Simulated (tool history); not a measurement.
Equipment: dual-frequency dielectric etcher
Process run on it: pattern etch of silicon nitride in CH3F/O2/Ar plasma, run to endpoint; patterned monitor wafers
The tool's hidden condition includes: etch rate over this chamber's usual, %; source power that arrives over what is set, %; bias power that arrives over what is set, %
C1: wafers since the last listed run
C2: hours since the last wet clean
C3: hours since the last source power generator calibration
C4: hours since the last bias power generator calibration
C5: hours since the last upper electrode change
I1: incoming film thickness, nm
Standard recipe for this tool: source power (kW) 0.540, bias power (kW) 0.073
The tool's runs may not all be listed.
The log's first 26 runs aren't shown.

{"run": 27, "hour": 2350.8, "source power (kW)": 0.58, "bias power (kW)": 0.073, "C1": 1978, "C2": 603.2, "C3": 568.9, "C4": 1624.8, "C5": 1688.0, "I1": 18.84, "endpoint time (s)": 22.9}
{"run": 28, "hour": 2410.6, "source power (kW)": 0.67, "bias power (kW)": 0.064, "C1": 1178, "C2": 663.0, "C3": 628.7, "C4": 1684.6, "C5": 1747.8, "I1": 18.72, "endpoint time (s)": 22.2}
{"run": 29, "hour": 2495.7, "source power (kW)": 0.54, "bias power (kW)": 0.073, "C1": 1677, "C2": 748.1, "C3": 713.8, "C4": 1769.7, "C5": 1832.9, "I1": 18.56, "endpoint time (s)": 23.4}
{"run": 30, "hour": 2533.1, "source power (kW)": 0.47, "bias power (kW)": 0.073, "C1": 737, "C2": 785.5, "C3": 751.2, "C4": 1807.1, "C5": 1870.3, "I1": 18.7, "endpoint time (s)": 25.3}
{"hour": 2566.1, "done": "wet clean of the chamber"}
{"run": 31, "hour": 2620.3, "source power (kW)": 0.54, "bias power (kW)": 0.078, "C1": 1245, "C2": 54.2, "C3": 838.4, "C4": 1894.3, "C5": 1957.5, "I1": 18.8, "endpoint time (s)": 22.6}
{"run": 32, "hour": 2697.0, "source power (kW)": 0.54, "bias power (kW)": 0.073, "C1": 1511, "C2": 130.9, "C3": 915.1, "C4": 1971.0, "C5": 2034.2, "I1": 18.6, "endpoint time (s)": 23.4}
{"run": 33, "hour": 2752.3, "source power (kW)": 0.63, "bias power (kW)": 0.073, "C1": 1089, "C2": 186.2, "C3": 970.4, "C4": 2026.3, "C5": 2089.5, "I1": 18.82, "endpoint time (s)": 21.5}
{"run": 34, "hour": 2806.4, "source power (kW)": 0.58, "bias power (kW)": 0.073, "C1": 1066, "C2": 240.3, "C3": 1024.5, "C4": 2080.4, "C5": 2143.6, "I1": 18.7, "endpoint time (s)": 22.5}

What if the next run were any one of these 5? Each begins from the tool's condition after run 34:
{"run": "A", "hour": 2806.8, "source power (kW)": 0.54, "bias power (kW)": 0.068, "C1": 7, "C2": 240.7, "C3": 1024.9, "C4": 2080.8, "C5": 2144.0, "I1": 18.78, "endpoint time (s)": "?"}
{"run": "B", "hour": 2806.8, "source power (kW)": 0.5, "bias power (kW)": 0.06, "C1": 7, "C2": 240.7, "C3": 1024.9, "C4": 2080.8, "C5": 2144.0, "I1": 18.78, "endpoint time (s)": "?"}
{"run": "C", "hour": 2806.8, "source power (kW)": 0.61, "bias power (kW)": 0.056, "C1": 7, "C2": 240.7, "C3": 1024.9, "C4": 2080.8, "C5": 2144.0, "I1": 18.78, "endpoint time (s)": "?"}
{"run": "D", "hour": 2806.8, "source power (kW)": 0.41, "bias power (kW)": 0.084, "C1": 7, "C2": 240.7, "C3": 1024.9, "C4": 2080.8, "C5": 2144.0, "I1": 18.78, "endpoint time (s)": "?"}
{"run": "E", "hour": 2806.8, "source power (kW)": 0.66, "bias power (kW)": 0.073, "C1": 7, "C2": 240.7, "C3": 1024.9, "C4": 2080.8, "C5": 2144.0, "I1": 18.78, "endpoint time (s)": "?"}

run=A endpoint_time_(s)=24.4
run=B endpoint_time_(s)=27.3
run=C endpoint_time_(s)=25.3
run=D endpoint_time_(s)=25.9
run=E endpoint_time_(s)=21.1
Take away the tool's hidden state, keep each run's random variation, and the runs would have read:
run=A endpoint_time_(s)=24.9
run=B endpoint_time_(s)=27.8
run=C endpoint_time_(s)=25.7
run=D endpoint_time_(s)=26.4
run=E endpoint_time_(s)=21.5
